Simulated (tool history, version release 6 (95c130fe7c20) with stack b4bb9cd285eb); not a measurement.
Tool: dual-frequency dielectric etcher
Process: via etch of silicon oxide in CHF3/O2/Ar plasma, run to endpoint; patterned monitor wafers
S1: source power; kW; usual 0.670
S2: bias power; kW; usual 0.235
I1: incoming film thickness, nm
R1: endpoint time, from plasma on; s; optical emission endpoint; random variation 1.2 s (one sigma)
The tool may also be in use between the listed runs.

run 1 hour=0.0 | S1=0.800 S2=0.216 | I1=687.8 | R1=271.9
run 2 hour=15.9 | S1=0.670 S2=0.235 | I1=686.8 | R1=277.7
run 3 hour=25.5 | S1=0.670 S2=0.235 | I1=692.1 | R1=279.5
run 4 hour=34.4 | S1=0.670 S2=0.235 | I1=682.9 | R1=275.9
run 5 hour=42.8 | S1=0.670 S2=0.235 | I1=690.4 | R1=278.2
run 6 hour=52.3 | S1=0.670 S2=0.235 | I1=682.8 | R1=273.0
-- hour=62.1 bias power generator calibrated
run 7 hour=62.6 | S1=0.780 S2=0.271 | I1=692.4 | R1=243.0
run 8 hour=72.0 | S1=0.780 S2=0.235 | I1=686.7 | R1=259.6
-- hour=80.7 source power generator calibrated
run 9 hour=81.2 | S1=0.780 S2=0.235 | I1=691.3 | R1=261.8
-- hour=110.3 wet clean of the chamber
run 10 hour=110.8 | S1=0.740 S2=0.273 | I1=691.6 | R1=237.8
-- hour=135.0 wet clean of the chamber, repeated, since the last time left the tool worse
-- hour=151.5 upper electrode replaced
run 11 hour=152.0 | S1=0.620 S2=0.178 | I1=690.6 | R1=344.7
run 12 hour=152.4 | S1=0.530 S2=0.278 | I1=679.6 | R1=276.8
run 13 hour=152.8 | S1=0.740 S2=0.199 | I1=696.0 | R1=306.8
run 14 hour=153.2 | S1=0.670 S2=0.235 | I1=676.1 | R1=279.7
run 15 hour=153.6 | S1=0.670 S2=0.235 | I1=694.3 | R1=285.4
run 16 hour=166.3 | S1=0.600 S2=0.257 | I1=690.3 | R1=280.0
run 17 hour=178.6 | S1=0.820 S2=0.206 | I1=683.8 | R1=280.4
run 18 hour=188.4 | S1=0.670 S2=0.191 | I1=694.0 | R1=321.8
run 19 hour=196.8 | S1=0.550 S2=0.182 | I1=689.4 | R1=356.0

3 ways to go on from here, each from the tool as it stands after run 19. What would each give?
run A hour=197.3 | S1=0.670 S2=0.235 | I1=689.2 | R1=?
run B hour=197.3 | S1=0.670 S2=0.261 | I1=689.2 | R1=?
run C hour=197.3 | S1=0.770 S2=0.254 | I1=689.2 | R1=?

run=A R1=282.5
run=B R1=266.7
run=C R1=257.7
Without the tool's hidden state the same runs would have given:
run=A R1=284.0
run=B R1=268.1
run=C R1=259.1

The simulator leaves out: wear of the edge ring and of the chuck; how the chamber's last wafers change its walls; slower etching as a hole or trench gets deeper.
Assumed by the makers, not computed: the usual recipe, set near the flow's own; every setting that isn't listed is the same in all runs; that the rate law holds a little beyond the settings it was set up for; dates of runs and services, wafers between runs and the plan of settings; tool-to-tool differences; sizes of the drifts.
